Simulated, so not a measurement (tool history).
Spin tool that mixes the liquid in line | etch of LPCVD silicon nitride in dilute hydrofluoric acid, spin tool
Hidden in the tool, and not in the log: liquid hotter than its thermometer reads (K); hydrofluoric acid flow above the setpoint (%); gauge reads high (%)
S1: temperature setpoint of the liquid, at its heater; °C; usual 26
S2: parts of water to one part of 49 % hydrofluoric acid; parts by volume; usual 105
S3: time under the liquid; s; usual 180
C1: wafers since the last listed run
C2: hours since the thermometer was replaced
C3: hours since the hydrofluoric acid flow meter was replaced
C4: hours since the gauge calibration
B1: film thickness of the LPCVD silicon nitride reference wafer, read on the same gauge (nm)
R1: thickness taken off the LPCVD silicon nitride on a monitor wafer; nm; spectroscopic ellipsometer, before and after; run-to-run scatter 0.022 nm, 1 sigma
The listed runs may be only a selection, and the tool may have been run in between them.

run    hour    S1   S2   S3   C1      C2      C3      C4       B1     R1
  1       0    26  105  110    0   618.8  1480.8  1593.3  139.986  0.668
  2    43.3    26  105  180  423   662.1  1524.1  1636.6  139.974  1.103
  3    96.9    26  105  180  524   715.7  1577.7  1690.2  139.972  1.108
  4   148.8    26  105  180  507   767.6  1629.6  1742.1  140.005  1.079
  5   214.7    26  105  180  644   833.5  1695.5    1808      140  1.076
      248.2  -- gauge calibrated
  6   280.2    26  105  180  640     899    1761      32  140.001  1.097
  7   307.1    26  105  180  263   925.9  1787.9    58.9  139.987  1.139
  8   344.5    23  105  180  365   963.3  1825.3    96.3  139.981  0.954
      382.6  -- thermometer replaced
  9     404    23  105  180  572    21.4  1884.8   155.8  140.009  0.788
 10     457    23  105  180  518    74.4  1937.8   208.8  139.974  0.792
 11     517    26  105  180  586   134.4  1997.8   268.8  139.988  1.017
 12   570.6    26  105  180  524     188  2051.4   322.4  140.002  0.981
 13   617.1    31  135  145  454   234.5  2097.9   368.9  140.025  0.859
 14   683.2  29.5  125  120  646   300.6    2164     435  139.998  0.709
 15   746.7  27.5  105  270  620   364.1  2227.5   498.5  140.006  1.737
 16   780.8    26  105  180  333   398.2  2261.6   532.6  140.003  1.032
 17   812.9    26  105  180  313   430.3  2293.7   564.7   139.99  1.035
 18   846.3  28.5  105  180  326   463.7  2327.1   598.1  139.994  1.233
 19   887.5  27.5  105  180  402   504.9  2368.3   639.3  140.024  1.189
 20   947.4    26  105  180  585   564.8  2428.2   699.2  140.011  1.091
 21  1009.9    26  105   80  611   627.3  2490.7   761.7  139.995  0.465
 22  1071.9  24.5  150  260  606   689.3  2552.7   823.7  140.011  0.994
 23  1136.1    21   70  115  627   753.5  2616.9   887.9  139.994   0.74
     1161.3  -- hydrofluoric acid flow meter replaced
 24  1193.9    23  130   75  555   811.3    32.6   945.7   139.99    0.3
 25  1242.5    26  105  180  475   859.9    81.2   994.3   139.96  1.085
 26  1301.9    26  105  180  580   919.3   140.6  1053.7      140  1.086
 27  1357.5    30  130  110  543   974.9   196.2  1109.3      140  0.699
 28  1417.8    28  125  255  589  1035.2   256.5  1169.6  140.023  1.518
     1442.5  -- thermometer replaced
 29  1478.6    26  150  130  584    36.1   317.3  1230.4  140.021  0.494
 30  1532.2    26  105  135  524    89.7   370.9    1284  140.004  0.709
 31  1577.4    24  140  180  441   134.9   416.1  1329.2  139.983  0.657
 32  1623.2    26  105  225  447   180.7   461.9    1375  139.985  1.315
 33  1694.6  28.5   90  115  698   252.1   533.3  1446.4  139.973  0.873

Take each entry between the runs: how does the hidden state at the last listed run before it differ from the hidden state at the first listed run after it?
Run 5 -> run 6: gauge calibrated (hour 248.2)
  liquid hotter than its thermometer reads (K): 2.2 -> 2.37
  what was measured, less what the result would be without the hidden state, R1: +0.142 -> +0.155 nm
Run 8 -> run 9: thermometer replaced (hour 382.6)
  liquid hotter than its thermometer reads (K): 2.54 -> 0.183
  what was measured, less what the result would be without the hidden state, R1: +0.146 -> +0.01 nm
Run 23 -> run 24: hydrofluoric acid flow meter replaced (hour 1161.3)
  liquid hotter than its thermometer reads (K): 2.05 -> 2.2
  what was measured, less what the result would be without the hidden state, R1: +0.096 -> +0.04 nm
Run 28 -> run 29: thermometer replaced (hour 1442.5)
  liquid hotter than its thermometer reads (K): 2.77 -> 0.272
  what was measured, less what the result would be without the hidden state, R1: +0.24 -> +0.008 nm

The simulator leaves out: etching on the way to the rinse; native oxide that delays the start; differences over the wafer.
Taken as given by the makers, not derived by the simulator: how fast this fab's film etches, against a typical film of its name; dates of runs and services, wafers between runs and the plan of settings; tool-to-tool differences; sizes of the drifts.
